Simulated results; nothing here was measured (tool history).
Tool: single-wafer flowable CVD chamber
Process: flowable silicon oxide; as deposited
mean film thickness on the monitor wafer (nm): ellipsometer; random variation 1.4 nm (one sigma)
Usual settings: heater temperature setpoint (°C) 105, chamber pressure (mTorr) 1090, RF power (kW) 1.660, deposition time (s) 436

run	day	heater temperature setpoint (°C)	chamber pressure (mTorr)	RF power (kW)	deposition time (s)	read-back reference wafer on the same gauge, thickness_nm	mean film thickness on the monitor wafer (nm)
1	0.000	105	1090	1.660	436	318.433	320.242
# day 0.725: RF generator calibrated
# day 1.000: gauge calibrated
2	1.654	105	1090	1.740	436	318.550	323.423
# day 5.142: capacitance manometer re-zeroed and calibrated
# day 8.192: thermocouple changed; heater temperature recalibrated
3	8.242	105	1090	1.660	436	319.018	297.004
4	11.442	105	1090	1.660	436	319.695	298.371
5	13.446	105	1090	1.660	436	319.728	302.906
# day 15.554: showerhead replaced
6	17.779	105	1090	1.660	436	319.214	304.448
7	19.558	105	1090	1.660	436	319.484	307.461
8	22.396	105	1090	1.660	436	317.982	302.332
9	24.612	105	1090	1.465	436	319.343	297.109
10	29.108	105	1090	1.660	436	318.666	307.881
11	31.088	105	900	1.885	436	319.240	260.610
12	34.808	100	850	1.390	512	319.460	316.102
13	36.746	105	1230	1.660	478	318.779	384.529
14	38.362	105	1090	1.660	436	319.392	307.721
15	41.354	105	1090	1.660	436	318.284	309.929
16	45.625	105	1090	1.480	436	318.081	302.912
17	47.442	105	1090	1.805	483	318.746	352.499
18	51.871	112	1090	1.660	381	319.167	215.299
19	54.008	105	1090	1.660	461	318.825	332.528
20	55.788	105	1090	1.660	460	318.326	329.220
21	58.196	105	1090	1.660	436	318.593	316.317
22	61.121	105	1090	1.660	436	318.255	313.219
23	65.033	105	1090	1.805	483	319.607	354.172
24	67.112	105	1090	1.660	436	319.071	314.944
25	69.138	115	1200	1.805	474	318.873	273.443
26	72.358	105	1090	1.660	436	318.874	313.948
27	75.454	111	1090	1.545	436	318.451	251.451
# day 77.817: thermocouple changed; heater temperature recalibrated
28	77.950	96	1340	1.360	436	319.493	480.249

4 ways to go on from here, each from the tool as it stands after run 28. What would each give?
A	77.971	105	1090	1.660	398	?	?
B	77.971	105	1090	1.880	436	?	?
C	77.971	115	1090	1.945	464	?	?
D	77.971	115	1290	1.420	514	?	?

run	read-back reference wafer on the same gauge, thickness_nm	mean film thickness on the monitor wafer (nm)
A	318.502	273.130
B	318.502	307.750
C	318.502	236.256
D	318.502	287.963
Without the tool's hidden state the same runs would have given:
run	mean film thickness on the monitor wafer (nm)
A	271.577
B	306.001
C	235.016
D	286.451

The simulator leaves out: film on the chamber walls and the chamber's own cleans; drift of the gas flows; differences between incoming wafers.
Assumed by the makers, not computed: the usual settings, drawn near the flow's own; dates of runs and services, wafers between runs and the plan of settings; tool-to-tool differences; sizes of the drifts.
